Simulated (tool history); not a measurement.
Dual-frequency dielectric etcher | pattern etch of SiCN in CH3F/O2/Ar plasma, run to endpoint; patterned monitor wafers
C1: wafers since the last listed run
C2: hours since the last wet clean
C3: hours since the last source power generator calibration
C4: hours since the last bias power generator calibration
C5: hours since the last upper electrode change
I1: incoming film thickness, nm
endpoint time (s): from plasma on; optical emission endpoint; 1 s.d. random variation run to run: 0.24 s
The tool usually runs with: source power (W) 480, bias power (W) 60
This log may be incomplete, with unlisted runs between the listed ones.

Run 1, hour 0: usual settings; C1 0; C2 109.4; C3 2271.8; C4 2470.7; C5 3624.4; I1 10.2. Result: endpoint time (s) 28.2.
Run 2, hour 61: usual settings; C1 980; C2 170.4; C3 2332.8; C4 2531.7; C5 3685.4; I1 10.34. Result: endpoint time (s) 27.9.
Run 3, hour 92.7: usual settings; C1 509; C2 202.1; C3 2364.5; C4 2563.4; C5 3717.1; I1 10.22. Result: endpoint time (s) 28.4.
Run 4, hour 140.5: usual settings; C1 768; C2 249.9; C3 2412.3; C4 2611.2; C5 3764.9; I1 10.33. Result: endpoint time (s) 28.1.
Run 5, hour 210.3: usual settings; C1 1121; C2 319.7; C3 2482.1; C4 2681; C5 3834.7; I1 10.35. Result: endpoint time (s) 28.2.
At hour 255: source power generator calibrated.
Run 6, hour 271.7: usual settings but source power (W) 560; C1 922; C2 381.1; C3 16.7; C4 2742.4; C5 3896.1; I1 10.38. Result: endpoint time (s) 26.9.
Run 7, hour 329.6: usual settings but source power (W) 560; C1 930; C2 439; C3 74.6; C4 2800.3; C5 3954; I1 10.41. Result: endpoint time (s) 26.1.
At hour 375.1: upper electrode replaced.
Run 8, hour 375.6: usual settings but source power (W) 440; C1 353; C2 485; C3 120.6; C4 2846.3; C5 0.5; I1 10.3. Result: endpoint time (s) 28.2.
At hour 414.2: wet clean of the chamber.
Run 9, hour 414.7: usual settings but source power (W) 440, bias power (W) 47; C1 242; C2 0.5; C3 159.7; C4 2885.4; C5 39.6; I1 10.24. Result: endpoint time (s) 31.2.
Run 10, hour 415.7: usual settings but source power (W) 580, bias power (W) 68; C1 16; C2 1.5; C3 160.7; C4 2886.4; C5 40.6; I1 10.24. Result: endpoint time (s) 26.8.
Run 11, hour 473.5: usual settings but source power (W) 580, bias power (W) 68; C1 929; C2 59.3; C3 218.5; C4 2944.2; C5 98.4; I1 10.31. Result: endpoint time (s) 26.4.
At hour 526.3: bias power generator calibrated.
Run 12, hour 533.8: usual settings but bias power (W) 73; C1 904; C2 119.6; C3 278.8; C4 7.5; C5 158.7; I1 10.21. Result: endpoint time (s) 27.6.
Run 13, hour 569.7: usual settings; C1 577; C2 155.5; C3 314.7; C4 43.4; C5 194.6; I1 10.24. Result: endpoint time (s) 28.5.
Run 14, hour 613.8: usual settings but source power (W) 410, bias power (W) 71; C1 708; C2 199.6; C3 358.8; C4 87.5; C5 238.7; I1 10.41. Result: endpoint time (s) 29.8.
Run 15, hour 674.2: usual settings but source power (W) 540, bias power (W) 67; C1 970; C2 260; C3 419.2; C4 147.9; C5 299.1; I1 10.28. Result: endpoint time (s) 26.8.

Below are 5 alternative next runs, each starting from the tool's condition after run 15. Predict each:
Run A, hour 674.6: usual settings; C1 6; C2 260.4; C3 419.6; C4 148.3; C5 299.5; I1 10.3. Result: endpoint time (s) ?.
Run B, hour 674.6: usual settings but source power (W) 560, bias power (W) 75; C1 6; C2 260.4; C3 419.6; C4 148.3; C5 299.5; I1 10.3. Result: endpoint time (s) ?.
Run C, hour 674.6: usual settings but bias power (W) 67; C1 6; C2 260.4; C3 419.6; C4 148.3; C5 299.5; I1 10.3. Result: endpoint time (s) ?.
Run D, hour 674.6: usual settings but bias power (W) 48; C1 6; C2 260.4; C3 419.6; C4 148.3; C5 299.5; I1 10.3. Result: endpoint time (s) ?.
Run E, hour 674.6: usual settings but source power (W) 590, bias power (W) 45; C1 6; C2 260.4; C3 419.6; C4 148.3; C5 299.5; I1 10.3. Result: endpoint time (s) ?.

run  endpoint time (s)
  A               28.5
  B               25.9
  C               27.9
  D               29.5
  E               27.6
With no hidden state in the tool, these same runs would have given:
run  endpoint time (s)
  A                 29
  B               26.4
  C               28.5
  D               30.1
  E               28.2
